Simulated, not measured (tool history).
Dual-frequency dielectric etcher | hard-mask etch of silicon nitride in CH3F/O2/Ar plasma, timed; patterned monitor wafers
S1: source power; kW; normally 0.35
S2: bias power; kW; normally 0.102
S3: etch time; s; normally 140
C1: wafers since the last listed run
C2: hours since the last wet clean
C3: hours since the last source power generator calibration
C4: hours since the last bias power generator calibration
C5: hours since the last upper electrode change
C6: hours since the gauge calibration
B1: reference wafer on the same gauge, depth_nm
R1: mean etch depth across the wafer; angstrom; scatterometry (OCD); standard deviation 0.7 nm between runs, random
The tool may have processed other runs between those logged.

run   hour    S1     S2   S3   C1     C2      C3      C4      C5     C6     B1    R1
  1      0  0.35  0.102  154    0  426.8  1689.5  1227.2  4255.2  334.3  117.9  1340
      44.4  -- wet clean of the chamber
  2   45.2  0.35  0.102  154  133    0.8  1734.7  1272.4  4300.4  379.5  118.1  1278
  3  100.8  0.35  0.102  154  349   56.4  1790.3    1328    4356  435.1  118.1  1287
  4  150.5  0.35  0.102  173  312  106.1    1840  1377.7  4405.7  484.8    118  1458
  5  176.8  0.35  0.102  173  165  132.4  1866.3    1404    4432  511.1  118.1  1450
  6  207.7  0.35  0.102  140  194  163.3  1897.2  1434.9  4462.9    542    118  1182
  7  264.7  0.35  0.102  140  358  220.3  1954.2  1491.9  4519.9    599    118  1189
       266  -- gauge calibrated
  8  336.6  0.35  0.102  140  452  292.2  2026.1  1563.8  4591.8   70.6  117.9  1198
  9  385.4  0.35  0.102  140  307    341  2074.9  1612.6  4640.6  119.4    118  1216
 10  421.9  0.35  0.096  109  229  377.5  2111.4  1649.1  4677.1  155.9    118   921
       495  -- wet clean of the chamber
 11  495.5  0.35  0.096  109  312    0.5    2185  1722.7  4750.7  229.5    118   872

Run 12 has not been measured yet. What should we expect?
     511.3  -- source power generator calibrated
 12  542.2  0.31  0.102  169  268  47.2  30.9  1769.4  4797.4  276.2   ?   ?

B1: 118.1
R1: 1339 angstrom
Without the tool's hidden state the same run would have given R1 1346 angstrom.

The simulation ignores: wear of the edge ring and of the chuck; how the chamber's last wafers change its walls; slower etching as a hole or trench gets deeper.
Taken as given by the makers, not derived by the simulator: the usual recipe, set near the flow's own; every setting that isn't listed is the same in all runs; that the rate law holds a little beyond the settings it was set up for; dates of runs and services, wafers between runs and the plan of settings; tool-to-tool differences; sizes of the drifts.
